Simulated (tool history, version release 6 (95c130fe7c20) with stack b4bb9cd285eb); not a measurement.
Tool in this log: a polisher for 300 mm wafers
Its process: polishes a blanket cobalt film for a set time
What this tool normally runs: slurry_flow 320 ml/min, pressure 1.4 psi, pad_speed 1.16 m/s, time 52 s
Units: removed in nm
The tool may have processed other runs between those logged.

| run | day | slurry_flow | pressure | pad_speed | time | incoming thickness of the incoming film, nm | removed |
|---|---|---|---|---|---|---|---|
| 1 | 0.000 | 320 | 1.4 | 1.16 | 45 | 811.7 | 181.5 |
| 2 | 1.258 | 320 | 1.4 | 1.16 | 45 | 830.8 | 177.7 |
| 3 | 2.346 | 320 | 1.4 | 1.16 | 45 | 812.0 | 178.4 |
| 4 | 3.625 | 320 | 1.4 | 1.16 | 52 | 822.5 | 206.3 |
| 5 | 4.562 | 320 | 1.4 | 1.16 | 52 | 816.6 | 206.8 |
| 6 | 5.188 | 320 | 1.4 | 1.16 | 52 | 835.3 | 209.1 |
|  | 5.617 | worn pad replaced by a new one |
| 7 | 6.688 | 320 | 1.4 | 1.16 | 52 | 832.1 | 209.0 |
| 8 | 8.162 | 320 | 1.4 | 1.16 | 52 | 808.0 | 208.5 |
| 9 | 9.275 | 275 | 1.4 | 1.16 | 52 | 821.2 | 203.8 |
|  | 9.388 | slurry nozzle cleaned |
| 10 | 10.558 | 320 | 1.4 | 1.16 | 52 | 805.5 | 213.7 |
| 11 | 11.121 | 320 | 1.4 | 1.16 | 52 | 830.3 | 210.1 |
|  | 11.550 | worn pad replaced by a new one |
| 12 | 12.321 | 320 | 1.4 | 1.16 | 52 | 813.6 | 209.5 |
| 13 | 13.358 | 275 | 1.4 | 1.16 | 52 | 825.6 | 206.3 |
| 14 | 14.025 | 320 | 1.6 | 1.16 | 52 | 817.6 | 231.1 |
| 15 | 14.875 | 320 | 1.4 | 1.38 | 52 | 830.4 | 251.0 |
|  | 17.779 | worn pad replaced by a new one |
| 16 | 18.300 | 320 | 1.4 | 1.28 | 62 | 815.5 | 277.9 |
| 17 | 19.175 | 420 | 1.4 | 1.16 | 52 | 819.5 | 218.2 |
| 18 | 20.258 | 320 | 1.4 | 1.16 | 60 | 837.8 | 242.0 |
| 19 | 21.571 | 320 | 1.7 | 1.16 | 52 | 829.4 | 240.7 |
|  | 21.958 | head pressure recalibrated |
|  | 24.525 | worn pad replaced by a new one |
| 20 | 25.088 | 220 | 1.6 | 1.16 | 52 | 831.8 | 216.5 |
| 21 | 26.158 | 320 | 1.4 | 0.90 | 52 | 814.3 | 163.9 |
| 22 | 26.975 | 250 | 1.2 | 1.40 | 47 | 826.3 | 198.5 |
| 23 | 28.075 | 320 | 1.4 | 1.16 | 52 | 814.0 | 210.4 |
| 24 | 29.150 | 395 | 1.4 | 1.16 | 58 | 814.7 | 237.2 |
| 25 | 29.662 | 320 | 1.4 | 1.16 | 39 | 825.5 | 155.3 |

Pick out some run-to-run changes in removed. Of each, how much would a tool without hidden state show as well, from the settings, what came in and chance, and how much is left for the hidden state and any gauge scatter not in both results compared?
What the log doesn't record here: removal rate lost through wear of the pad, %; slurry flow missing at the pad, %; deviation of the head's pressure from its setpoint, %.
Run 9 -> 10: slurry_flow 275 -> 320, slurry nozzle cleaned. removed +9.9 nm: hidden state +5.5, all else +4.4.
Run 16 -> 17: slurry_flow 320 -> 420, pad_speed 1.28 -> 1.16, time 62 -> 52. removed -59.7 nm: hidden state +2.0, all else -61.7.
Run 20 -> 21: slurry_flow 220 -> 320, pressure 1.6 -> 1.4, pad_speed 1.16 -> 0.90. removed -52.6 nm: hidden state +4.0, all else -56.6.
Run 24 -> 25: slurry_flow 395 -> 320, time 58 -> 39. removed -81.9 nm: hidden state +0.9, all else -82.8.
